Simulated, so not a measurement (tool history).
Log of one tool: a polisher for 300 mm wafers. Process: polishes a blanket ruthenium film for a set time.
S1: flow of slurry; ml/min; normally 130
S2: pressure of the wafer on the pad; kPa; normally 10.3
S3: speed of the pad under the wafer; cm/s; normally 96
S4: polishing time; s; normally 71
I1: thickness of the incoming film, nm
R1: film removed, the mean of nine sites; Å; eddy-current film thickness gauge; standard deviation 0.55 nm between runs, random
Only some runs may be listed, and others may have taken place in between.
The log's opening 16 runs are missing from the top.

run,hour,S1,S2,S3,S4,I1,R1
17,894.5,130,10.3,80,71,505.4,386
18,932.5,110,13.1,96,54,502.3,423
19,979.5,130,13.1,96,71,493.2,563
20,1024.7,130,7.6,96,71,499.9,360
# hour 1028.6: slurry nozzle cleaned
21,1053.6,160,7.6,76,61,508.2,245
22,1106.2,130,10.3,96,71,499.2,454
23,1150.5,130,10.3,126,71,499.1,573
# hour 1258.9: worn pad replaced by a new one
24,1262.0,130,10.3,80,71,499.4,393
# hour 1314.2: head pressure recalibrated
25,1317.3,130,10.3,120,52,509.3,435
26,1369.1,130,10.3,96,62,499.4,412
27,1436.8,130,11.7,96,95,495.8,689
28,1465.4,130,10.3,126,71,498.5,601
29,1496.9,160,10.3,108,71,494.9,538
# hour 1563.3: slurry nozzle cleaned
30,1568.2,130,10.3,96,71,503.0,446
31,1630.0,130,10.3,120,52,493.7,405
# hour 1723.7: worn pad replaced by a new one
32,1770.1,160,10.3,108,71,498.2,556
33,1837.3,95,13.1,96,71,494.1,527
34,1901.6,130,10.3,96,71,500.2,468
35,1962.1,155,9.7,78,52,500.8,261
36,2003.6,95,6.9,124,78,497.2,441
37,2060.1,130,10.3,116,71,509.1,540

Branching from run 37: 4 alternative next runs. What would each branch give?
A,2060.5,130,10.3,96,71,499.4,?
B,2060.5,130,10.3,82,71,499.4,?
C,2060.5,130,10.3,108,71,499.4,?
D,2060.5,130,10.3,96,46,499.4,?

run,R1
A,451
B,385
C,507
D,292
With the hidden condition removed and each run's random variation left untouched, the same runs would have given:
run,R1
A,481
B,411
C,541
D,312

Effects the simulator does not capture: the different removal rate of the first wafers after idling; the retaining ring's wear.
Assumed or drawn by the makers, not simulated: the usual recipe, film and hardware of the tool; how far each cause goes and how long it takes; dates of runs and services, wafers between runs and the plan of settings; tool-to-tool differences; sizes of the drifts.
